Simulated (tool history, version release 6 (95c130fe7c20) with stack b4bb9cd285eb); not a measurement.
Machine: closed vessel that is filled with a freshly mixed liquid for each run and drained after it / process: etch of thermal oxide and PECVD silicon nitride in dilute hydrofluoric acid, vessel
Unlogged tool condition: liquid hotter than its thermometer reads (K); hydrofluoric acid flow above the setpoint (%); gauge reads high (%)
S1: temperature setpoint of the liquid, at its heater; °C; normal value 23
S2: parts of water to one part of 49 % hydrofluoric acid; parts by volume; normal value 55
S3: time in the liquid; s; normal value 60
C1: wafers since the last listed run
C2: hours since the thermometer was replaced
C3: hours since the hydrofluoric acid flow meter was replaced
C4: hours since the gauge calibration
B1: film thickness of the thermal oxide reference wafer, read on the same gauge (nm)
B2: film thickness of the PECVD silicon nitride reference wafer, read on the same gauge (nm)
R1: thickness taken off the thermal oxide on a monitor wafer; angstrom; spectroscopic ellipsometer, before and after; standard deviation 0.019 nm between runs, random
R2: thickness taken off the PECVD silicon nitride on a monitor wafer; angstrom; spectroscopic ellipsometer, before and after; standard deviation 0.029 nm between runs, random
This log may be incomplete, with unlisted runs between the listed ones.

run	hour	S1	S2	S3	C1	C2	C3	C4	B1	B2	R1	R2
1	0	23	55	60	0	607.9	2401.4	143.2	30	99.994	60.5	37.56
2	16.6	23	55	60	1927	624.5	2418	159.8	30.02	99.992	60.6	38.02
3	56.1	23	55	60	4585	664	2457.5	199.3	30	99.999	60.9	38.79
4	64.3	23	55	60	951	672.2	2465.7	207.5	29.98	100.004	61.3	37.53
5	72.2	23	55	60	917	680.1	2473.6	215.4	29.97	99.984	61.5	37.75
# hour 80.9: thermometer replaced
6	89.1	23	55	60	1845	8.2	2490.5	232.3	30.02	100.011	55.9	32.52
# hour 101.3: gauge calibrated
7	101.5	23	55	60	1439	20.6	2502.9	0.2	30.04	100.001	56.3	33.45
8	114.7	25	55	60	1532	33.8	2516.1	13.4	30	99.976	61.2	38.74
9	121.9	25	55	60	835	41	2523.3	20.6	29.99	100.001	61.2	38.57
10	130.5	25	55	60	998	49.6	2531.9	29.2	30	100.03	61.5	38.51
11	140	23	55	85	1102	59.1	2541.4	38.7	30.02	100.015	80.9	47.85
12	150.8	23	55	85	1253	69.9	2552.2	49.5	29.99	100.002	80.3	48.16
13	165.7	18.5	45	30	1729	84.8	2567.1	64.4	30.03	100.001	29.3	14.82
14	174.4	23	55	90	1009	93.5	2575.8	73.1	30.01	99.98	85.5	50.71
# hour 184.7: hydrofluoric acid flow meter replaced
15	192.3	23	55	60	1961	111.4	7.6	91	30	99.996	49.6	29.56
16	217.7	27.5	55	60	2948	136.8	33	116.4	30	100.005	59.5	40.56
17	228.3	24.5	65	30	1230	147.4	43.6	127	30.02	100.002	22.2	13.95
18	238.8	25	55	60	1218	157.9	54.1	137.5	30.04	100.023	54.7	34.01
19	244.9	23	35	80	708	164	60.2	143.6	30	99.993	107.7	63.78
20	257	23	45	60	1404	176.1	72.3	155.7	29.98	99.998	62.4	37.11
21	264.7	21	55	60	893	183.8	80	163.4	30.01	99.989	46.6	26.72
22	278.5	23	25	60	1602	197.6	93.8	177.2	30	100.007	115.8	65.96
23	287.8	23	55	60	1079	206.9	103.1	186.5	30.02	99.994	50.7	30.4
# hour 299.4: gauge calibrated
24	300.9	23	65	75	1520	220	116.2	1.5	30.03	99.988	53.1	33.11
25	310	19.5	25	60	1056	229.1	125.3	10.6	30	99.982	100.5	51.92
26	319.6	23	55	60	1114	238.7	134.9	20.2	29.98	99.995	51.1	31.13
27	332.6	24.5	40	75	1509	251.7	147.9	33.2	30.01	100.011	94.7	58.66

The same runs without the tool's hidden state, with the same run-to-run variation:
run	R1	R2
1	48.9	29.17
2	48.9	29.41
3	48.8	29.74
4	49	28.72
5	49.1	28.84
6	48.5	28.49
7	48.7	29.23
8	52.9	33.73
9	52.8	33.53
10	53	33.42
11	69.6	41.43
12	69.1	41.6
13	25.2	12.76
14	73.2	43.55
15	48.7	28.76
16	58.3	39.26
17	21.7	13.46
18	53.3	32.74
19	104.8	61.24
20	60.6	35.54
21	45.2	25.52
22	112	62.82
23	49	28.9
24	51.2	31.38
25	96.7	49.01
26	49.1	29.36
27	90.8	55.17

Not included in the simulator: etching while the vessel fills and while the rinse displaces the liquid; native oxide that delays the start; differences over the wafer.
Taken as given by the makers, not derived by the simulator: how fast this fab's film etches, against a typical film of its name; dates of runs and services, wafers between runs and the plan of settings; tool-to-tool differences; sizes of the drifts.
